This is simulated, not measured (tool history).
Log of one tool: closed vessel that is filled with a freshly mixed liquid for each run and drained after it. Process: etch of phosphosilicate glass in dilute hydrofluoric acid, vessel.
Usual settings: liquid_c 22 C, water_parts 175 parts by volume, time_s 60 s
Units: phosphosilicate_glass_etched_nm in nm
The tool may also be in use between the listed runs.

run,day,liquid_c,water_parts,time_s,wafers since the last listed run,hours since the thermometer was replaced,hours since the hydrofluoric acid flow meter was replaced,hours since the gauge calibration,"read-back film thickness of the phosphosilicate glass reference wafer, read on the same gauge (nm)",phosphosilicate_glass_etched_nm
1,0,22,175,60,0,1183.8,926.8,1963.1,29.97,24.36
2,1.279,22,175,60,1922,1214.5,957.5,1993.8,30.01,23.89
3,3.733,22,175,60,3687,1273.4,1016.4,2052.7,30,24.3
# day 4.379: gauge calibrated
4,5.408,22,175,60,2516,1313.6,1056.6,24.7,30.01,24.05
5,6.804,22,175,60,2097,1347.1,1090.1,58.2,30.01,24.25
6,8.921,20.5,175,60,3180,1397.9,1140.9,109,30.06,22.69
7,11.708,20.5,175,60,4188,1464.8,1207.8,175.9,30.01,22.7
8,14.171,20.5,175,60,3700,1523.9,1266.9,235,30,22.82
9,16.458,24,175,60,3437,1578.8,1321.8,289.9,30,26.19
# day 17.192: thermometer replaced
10,19.179,22,175,60,4025,47.7,1387.1,355.2,30.01,24.11
11,21.883,18,90,70,4063,112.6,1452,420.1,29.96,51.11
12,23.238,24,230,30,2034,145.1,1484.5,452.6,29.97,9.39
13,25.254,22,175,60,3030,193.5,1532.9,501,30.02,23.87
14,27.025,24.5,175,60,2660,236,1575.4,543.5,30.01,26.13
15,28.108,24.5,100,60,1627,262,1601.4,569.5,30.02,50.09
16,29.717,22,175,60,2416,300.6,1640,608.1,29.98,23.75
17,31.404,22,175,60,2535,341.1,1680.5,648.6,30.02,23.56
18,33.988,20.5,110,50,3881,403.1,1742.5,710.6,29.99,31.94
19,36.025,26,140,85,3061,452,1791.4,759.5,30.01,50.98
20,38.171,19,175,60,3224,503.5,1842.9,811,30.02,21.26
21,40.879,26,220,80,4069,568.5,1907.9,876,29.98,27.55
# day 41.188: hydrofluoric acid flow meter replaced
22,41.967,18,150,35,1571,594.6,18.7,902.1,30.04,14.8
23,44.521,24.5,125,30,3837,655.9,80,963.4,30.01,20.18
24,46.662,17,95,35,3217,707.3,131.4,1014.8,30.02,23.75
25,47.942,25.5,175,35,1922,738,162.1,1045.5,29.99,16.57
26,49.971,20,175,60,3048,786.7,210.8,1094.2,30,23.22
27,51.712,17,240,60,2616,828.5,252.6,1136,29.97,13.96
28,54.175,22,175,60,3700,887.6,311.7,1195.1,30.01,25.12
29,55.629,20,245,75,2184,922.5,346.6,1230,30,19.24
30,57.121,20,175,60,2241,958.3,382.4,1265.8,29.99,22.72
31,59.754,19,85,90,3956,1021.5,445.6,1329,29.99,74.7

How the hidden state differs across the entries between the runs, from the last listed run before each to the first after it:
Between runs 3 and 4: gauge calibrated (day 4.379)
  hydrofluoric acid flow below the setpoint (%): 2.89 -> 2.97
  measured less the result without the state, phosphosilicate_glass_etched_nm: -0.86 -> -0.88 nm
Between runs 9 and 10: thermometer replaced (day 17.192)
  hydrofluoric acid flow below the setpoint (%): 3.5 -> 3.62
  measured less the result without the state, phosphosilicate_glass_etched_nm: -1.14 -> -1.09 nm
Between runs 21 and 22: hydrofluoric acid flow meter replaced (day 41.188)
  hydrofluoric acid flow below the setpoint (%): 4.66 -> 0.328
  measured less the result without the state, phosphosilicate_glass_etched_nm: -1.68 -> -0.06 nm
